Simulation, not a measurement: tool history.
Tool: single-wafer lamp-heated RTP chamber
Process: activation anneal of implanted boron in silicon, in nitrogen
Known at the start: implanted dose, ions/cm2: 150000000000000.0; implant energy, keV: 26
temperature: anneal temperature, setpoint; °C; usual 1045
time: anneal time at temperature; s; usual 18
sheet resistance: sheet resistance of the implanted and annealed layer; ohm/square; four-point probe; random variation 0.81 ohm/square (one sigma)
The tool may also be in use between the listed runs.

run   hour  temperature  time  wafers since the last listed run  wafers since the last pyrometer calibration  wafers since the reflector plate was cleaned  hours since the gauge calibration  read-back reference wafer on the same gauge, sheet resistance  sheet resistance
  1      0         1037    18                                 0                                          594                                          4019                              347.3                                                          602.9            532.48
  2   19.7         1037    18                               386                                          980                                          4406                                367                                                         602.83            533.89
  3   39.6         1037    18                               390                                         1370                                          4796                              386.9                                                         602.82            533.96
  4   67.2         1028    18                               540                                         1911                                          5337                              414.5                                                          602.7            533.68
  5  101.7         1028    18                               676                                         2587                                          6013                                449                                                         602.66             534.8
  6  119.7         1028    18                               352                                         2940                                          6366                                467                                                         602.37            531.85
     146.5  -- pyrometer window cleaned and pyrometer calibrated
  7  147.1         1045    22                               380                                           12                                          6746                              494.4                                                         602.55            535.18
     164.4  -- gauge calibrated
     167.5  -- reflector plate cleaned
  8    168         1045    18                               252                                          264                                            10                                3.6                                                         611.43            541.35
  9  181.1         1045    18                               256                                          521                                           267                               16.7                                                         611.46               542

Run 10 comes next. What will it give?
 10  211.5         1070    12                               595                                         1117                                           863                               47.1                                                              ?                 ?

{"run 10": {"read-back reference wafer on the same gauge, sheet resistance": 609.39, "sheet resistance": 540.78}}
Without the tool's hidden state the same run would have given sheet resistance 543.1 ohm/square.

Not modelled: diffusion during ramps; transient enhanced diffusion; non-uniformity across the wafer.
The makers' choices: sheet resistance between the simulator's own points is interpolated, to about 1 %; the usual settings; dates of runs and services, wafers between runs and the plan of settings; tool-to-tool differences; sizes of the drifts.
